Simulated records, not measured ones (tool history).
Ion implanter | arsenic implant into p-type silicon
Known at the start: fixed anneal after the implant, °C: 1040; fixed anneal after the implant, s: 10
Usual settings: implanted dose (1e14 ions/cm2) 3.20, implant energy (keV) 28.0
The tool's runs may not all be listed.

run	hour	implanted dose (1e14 ions/cm2)	implant energy (keV)	read-back reference wafer on the same gauge, sheet resistance	sheet resistance of the implanted and annealed layer (ohm/square)
1	0.0	3.59	28.0	301.72	269.36
2	32.0	3.20	28.0	301.64	297.58
3	48.8	3.20	28.0	301.41	293.70
4	61.4	3.20	28.0	302.13	293.79
5	67.8	3.20	23.5	301.90	301.93
6	82.4	3.20	28.0	301.77	295.77
7	96.6	3.20	28.0	301.24	295.90
8	112.8	3.20	28.0	301.69	296.08
# hour 124.0: Faraday cup replaced and dose calibrated
9	137.5	3.00	28.0	301.66	321.54
10	146.6	3.00	28.0	301.67	318.07
11	160.3	3.20	28.0	302.43	304.19
# hour 166.5: gauge calibrated
12	168.6	3.20	28.0	302.17	300.78
13	186.5	3.20	28.0	302.43	303.92
# hour 196.3: extraction supply calibrated
14	197.9	3.20	34.5	302.01	295.01
15	210.8	3.20	34.5	301.78	293.37
# hour 224.9: Faraday cup replaced and dose calibrated, repeated, since the last time left the tool worse
16	244.3	3.20	28.0	302.23	287.78
17	259.9	3.20	28.0	301.93	289.28
18	297.2	2.33	19.0	302.06	384.79
19	307.2	3.20	35.0	301.99	281.26
20	319.3	3.20	28.0	302.10	291.26
21	331.0	3.49	31.0	302.44	267.73
22	344.7	2.38	31.5	301.93	354.42
23	359.5	2.80	28.0	302.05	322.08
24	370.3	3.89	37.5	302.04	239.13
25	376.4	3.58	19.0	302.30	279.24
26	386.6	3.20	25.5	302.03	294.61
27	395.5	3.88	37.0	302.11	241.25
28	404.6	3.20	28.0	301.78	289.72
29	412.9	3.20	28.0	302.11	290.44
30	428.2	3.20	28.0	301.67	292.56
31	442.1	2.76	22.5	302.01	334.00
32	448.5	3.91	23.5	301.98	257.72
33	463.3	3.20	28.0	302.29	290.63
34	474.0	4.03	22.5	302.00	252.78
35	481.6	2.49	31.0	302.15	348.63
36	499.3	3.78	35.0	301.66	249.62

The tool's hidden state at each run:
deviation of the true energy from its setpoint, %: 0 in every run
gauge reads high (%): 0 in every run
H1: deviation of the true dose from the Faraday cup's reading, %
run	H1
1	-2.64
2	-2.78
3	-2.85
4	-2.91
5	-2.94
6	-3
7	-3.07
8	-3.14
9	-6.12
10	-6.16
11	-6.22
12	-6.26
13	-6.34
14	-6.39
15	-6.45
16	0.185
17	0.116
18	-0.0506
19	-0.0952
20	-0.149
21	-0.201
22	-0.262
23	-0.328
24	-0.376
25	-0.404
26	-0.449
27	-0.489
28	-0.529
29	-0.566
30	-0.634
31	-0.696
32	-0.725
33	-0.791
34	-0.839
35	-0.872
36	-0.951

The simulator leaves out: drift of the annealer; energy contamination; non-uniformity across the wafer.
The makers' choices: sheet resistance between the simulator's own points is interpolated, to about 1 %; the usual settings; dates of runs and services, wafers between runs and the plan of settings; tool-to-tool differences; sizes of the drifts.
